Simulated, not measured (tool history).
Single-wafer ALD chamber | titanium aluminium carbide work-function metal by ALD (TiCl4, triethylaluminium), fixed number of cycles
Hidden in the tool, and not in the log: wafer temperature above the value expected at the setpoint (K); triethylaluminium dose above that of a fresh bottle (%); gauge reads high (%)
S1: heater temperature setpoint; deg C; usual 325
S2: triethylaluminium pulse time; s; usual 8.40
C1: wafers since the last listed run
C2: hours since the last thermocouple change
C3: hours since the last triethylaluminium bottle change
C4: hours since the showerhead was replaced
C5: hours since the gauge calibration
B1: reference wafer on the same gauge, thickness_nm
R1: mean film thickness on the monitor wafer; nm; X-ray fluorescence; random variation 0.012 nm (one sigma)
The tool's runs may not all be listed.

run,hour,S1,S2,C1,C2,C3,C4,C5,B1,R1
1,0.0,325,5.86,0,399.7,494.7,3201.6,1190.7,2.317,1.858
2,50.0,325,5.86,799,449.7,544.7,3251.6,1240.7,2.318,1.891
3,89.0,325,5.86,623,488.7,583.7,3290.6,1279.7,2.318,1.885
4,159.5,325,8.40,1127,559.2,654.2,3361.1,1350.2,2.318,2.021
5,199.9,325,8.40,645,599.6,694.6,3401.5,1390.6,2.316,2.033
6,236.6,325,8.40,586,636.3,731.3,3438.2,1427.3,2.317,2.035
7,275.3,325,5.94,618,675.0,770.0,3476.9,1466.0,2.316,1.894
# hour 298.1: triethylaluminium bottle replaced
8,330.3,330,8.40,751,730.0,32.2,3531.9,1521.0,2.321,2.065
# hour 348.7: gauge calibrated
9,398.0,330,8.40,1082,797.7,99.9,3599.6,49.3,2.318,2.063
10,442.0,330,8.40,703,841.7,143.9,3643.6,93.3,2.322,2.088
11,508.7,325,9.66,1066,908.4,210.6,3710.3,160.0,2.320,2.068
12,668.0,325,8.40,2546,1067.7,369.9,3869.6,319.3,2.315,2.015
13,765.2,325,8.40,1554,1164.9,467.1,3966.8,416.5,2.319,2.028
14,793.1,325,8.40,446,1192.8,495.0,3994.7,444.4,2.319,2.016
15,837.0,325,8.40,701,1236.7,538.9,4038.6,488.3,2.321,2.039
16,901.3,321,9.60,1028,1301.0,603.2,4102.9,552.6,2.319,2.035
17,971.2,336,11.35,1117,1370.9,673.1,4172.8,622.5,2.321,2.197
18,1007.0,338,11.71,572,1406.7,708.9,4208.6,658.3,2.322,2.227
19,1040.8,325,8.40,540,1440.5,742.7,4242.4,692.1,2.318,2.019
# hour 1051.6: thermocouple changed; heater temperature recalibrated
20,1070.0,333,11.32,338,18.4,771.9,4271.6,721.3,2.320,2.141
# hour 1095.0: showerhead replaced
# hour 1226.5: triethylaluminium bottle replaced
21,1263.5,325,8.40,2837,211.9,37.0,168.5,914.8,2.320,2.012
22,1325.4,320,10.49,989,273.8,98.9,230.4,976.7,2.324,2.054
23,1366.6,331,5.65,658,315.0,140.1,271.6,1017.9,2.321,1.910
24,1425.3,325,8.40,938,373.7,198.8,330.3,1076.6,2.320,2.037
25,1495.1,317,5.16,1115,443.5,268.6,400.1,1146.4,2.319,1.741
26,1551.8,339,6.58,906,500.2,325.3,456.8,1203.1,2.320,2.069
27,1584.3,339,5.14,519,532.7,357.8,489.3,1235.6,2.320,1.935
# hour 1676.4: gauge calibrated
28,1742.5,325,8.40,2529,690.9,516.0,647.5,66.1,2.320,2.029
29,1775.4,334,6.18,526,723.8,548.9,680.4,99.0,2.321,1.988
30,1898.2,320,10.31,1963,846.6,671.7,803.2,221.8,2.319,2.023
31,1945.8,325,6.28,761,894.2,719.3,850.8,269.4,2.320,1.941
32,1990.5,333,7.06,714,938.9,764.0,895.5,314.1,2.319,2.028
33,2014.8,332,6.76,388,963.2,788.3,919.8,338.4,2.323,1.999
34,2075.1,317,6.10,964,1023.5,848.6,980.1,398.7,2.320,1.843

3 ways to go on from here, each from the tool as it stands after run 34. What would each give?
A,2075.5,320,8.40,6,1023.9,849.0,980.5,399.1,?,?
B,2075.5,312,8.40,6,1023.9,849.0,980.5,399.1,?,?
C,2075.5,318,7.23,6,1023.9,849.0,980.5,399.1,?,?

run,B1,R1
A,2.316,1.996
B,2.316,1.929
C,2.316,1.927
Without the tool's hidden state the same runs would have given:
run,R1
A,1.996
B,1.929
C,1.927
